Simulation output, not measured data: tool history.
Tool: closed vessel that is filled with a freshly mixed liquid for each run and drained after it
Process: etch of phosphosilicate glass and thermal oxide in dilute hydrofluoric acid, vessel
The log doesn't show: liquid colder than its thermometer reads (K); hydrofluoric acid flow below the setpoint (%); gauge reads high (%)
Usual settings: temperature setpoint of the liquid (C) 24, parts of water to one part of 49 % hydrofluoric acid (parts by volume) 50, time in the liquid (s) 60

run   hour  temperature setpoint of the liquid (C)  parts of water to one part of 49 % hydrofluoric acid (parts by volume)  time in the liquid (s)  wafers since the last listed run  hours since the thermometer was replaced  hours since the hydrofluoric acid flow meter was replaced  hours since the gauge calibration  read-back film thickness of the phosphosilicate glass reference wafer, read on the same gauge (nm)  read-back film thickness of the thermal oxide reference wafer, read on the same gauge (nm)  thickness taken off the phosphosilicate glass on a monitor wafer (Å)  thickness taken off the thermal oxide on a monitor wafer (Å)
  1      0                                      23                                                                      50                      85                                 0                                    1206.3                                                     2307.5                              565.8                                                                                                  30                                                                                      119.99                                                                2802.8                                                          69.1
  2    6.8                                      23                                                                      50                      85                               635                                    1213.1                                                     2314.3                              572.6                                                                                               30.02                                                                                      119.98                                                                2851.5                                                          68.6
  3   21.3                                      24                                                                      50                      80                              1355                                    1227.6                                                     2328.8                              587.1                                                                                                  30                                                                                      120.01                                                                2784.3                                                          68.2
  4   31.9                                      24                                                                      50                      80                               990                                    1238.2                                                     2339.4                              597.7                                                                                                  30                                                                                         120                                                                2811.4                                                          68.2
  5     42                                      24                                                                      35                      60                               943                                    1248.3                                                     2349.5                              607.8                                                                                                  30                                                                                      120.01                                                                3091.8                                                          75.2
      44.8  -- hydrofluoric acid flow meter replaced
  6   49.3                                    27.5                                                                      30                      90                               588                                    1255.6                                                        4.5                              615.1                                                                                               29.99                                                                                      119.99                                                                5803.7                                                         137.8
  7   62.7                                      24                                                                      50                      60                              1252                                      1269                                                       17.9                              628.5                                                                                               30.02                                                                                      119.99                                                                1942.9                                                          47.7
  8  100.7                                      24                                                                      50                      60                              3551                                      1307                                                       55.9                              666.5                                                                                               30.02                                                                                      119.98                                                                1899.1                                                          47.4
  9  107.6                                      27                                                                      65                      40                               644                                    1313.9                                                       62.8                              673.4                                                                                               29.99                                                                                      119.99                                                                  1094                                                          26.7
 10  116.7                                      19                                                                      25                      60                               850                                      1323                                                       71.9                              682.5                                                                                               29.95                                                                                      119.99                                                                3218.3                                                          79.5
 11  123.5                                      21                                                                      50                      60                               635                                    1329.8                                                       78.7                              689.3                                                                                               30.02                                                                                      119.99                                                                1691.7                                                          41.3
 12  134.8                                      24                                                                      60                      60                              1056                                    1341.1                                                         90                              700.6                                                                                               30.02                                                                                      119.99                                                                1570.3                                                          38.5
     149.1  -- thermometer replaced
 13  149.6                                      20                                                                      75                      60                              1289                                       0.5                                                      104.8                              715.4                                                                                               29.97                                                                                      119.99                                                                1058.4                                                          25.3
     154.5  -- gauge calibrated
 14  162.9                                      22                                                                      65                      30                              1242                                      13.8                                                      118.1                                8.4                                                                                               30.02                                                                                      119.99                                                                 660.1                                                          15.9
 15  172.3                                      24                                                                      50                      60                               878                                      23.2                                                      127.5                               17.8                                                                                               29.98                                                                                      120.01                                                                1907.8                                                            47
     182.2  -- hydrofluoric acid flow meter replaced, repeated, since the last time left the tool worse
 16  184.7                                    19.5                                                                      70                      60                              1065                                      35.6                                                        2.5                               30.2                                                                                               29.99                                                                                         120                                                                1328.7                                                          32.1
 17  201.9                                    22.5                                                                      65                      40                              1607                                      52.8                                                       19.7                               47.4                                                                                               30.02                                                                                      120.02                                                                1057.5                                                          26.4
 18  208.7                                      20                                                                      35                      90                               635                                      59.6                                                       26.5                               54.2                                                                                                  30                                                                                         120                                                                4162.8                                                         103.2
 19  220.9                                      20                                                                      50                      50                              1140                                      71.8                                                       38.7                               66.4                                                                                               30.01                                                                                         120                                                                  1571                                                          38.6
 20  229.5                                      24                                                                      50                      80                               803                                      80.4                                                       47.3                                 75                                                                                                  30                                                                                         120                                                                2992.4                                                          74.3
 21  236.4                                      20                                                                      50                      60                               644                                      87.3                                                       54.2                               81.9                                                                                               30.03                                                                                      119.99                                                                1923.2                                                          47.1
 22  244.5                                      24                                                                      50                      80                               756                                      95.4                                                       62.3                                 90                                                                                               29.98                                                                                      119.98                                                                3036.6                                                          74.3
 23  255.4                                      27                                                                      65                      95                              1018                                     106.3                                                       73.2                              100.9                                                                                               30.01                                                                                      120.01                                                                3001.7                                                          75.1
 24  273.3                                    27.5                                                                      50                      60                              1672                                     124.2                                                       91.1                              118.8                                                                                                  30                                                                                      119.98                                                                2557.2                                                          64.4
 25  324.5                                    20.5                                                                      60                      80                              4784                                     175.4                                                      142.3                                170                                                                                               30.01                                                                                      120.01                                                                  2178                                                          52.7
 26    336                                      29                                                                      30                      35                              1074                                     186.9                                                      153.8                              181.5                                                                                               29.98                                                                                         120                                                                2745.9                                                          67.2

Forecast each of these 3 alternatives for the next run:
  A  336.7                                      24                                                                      50                      60                                65                                     187.6                                                      154.5                              182.2                                                                                                   ?                                                                                           ?                                                                     ?                                                             ?
  B  336.7                                    25.5                                                                      60                      50                                65                                     187.6                                                      154.5                              182.2                                                                                                   ?                                                                                           ?                                                                     ?                                                             ?
  C  336.7                                    21.5                                                                      50                      95                                65                                     187.6                                                      154.5                              182.2                                                                                                   ?                                                                                           ?                                                                     ?                                                             ?

run  read-back film thickness of the phosphosilicate glass reference wafer, read on the same gauge (nm)  read-back film thickness of the thermal oxide reference wafer, read on the same gauge (nm)  thickness taken off the phosphosilicate glass on a monitor wafer (Å)  thickness taken off the thermal oxide on a monitor wafer (Å)
  A                                                                                                  30                                                                                         120                                                                2242.3                                                            56
  B                                                                                                  30                                                                                         120                                                                1632.7                                                          40.8
  C                                                                                                  30                                                                                         120                                                                3200.1                                                          79.9
Without the tool's hidden state the same runs would have given:
run  thickness taken off the phosphosilicate glass on a monitor wafer (Å)  thickness taken off the thermal oxide on a monitor wafer (Å)
  A                                                                  2282                                                            57
  B                                                                1662.1                                                          41.5
  C                                                                3256.6                                                          81.3
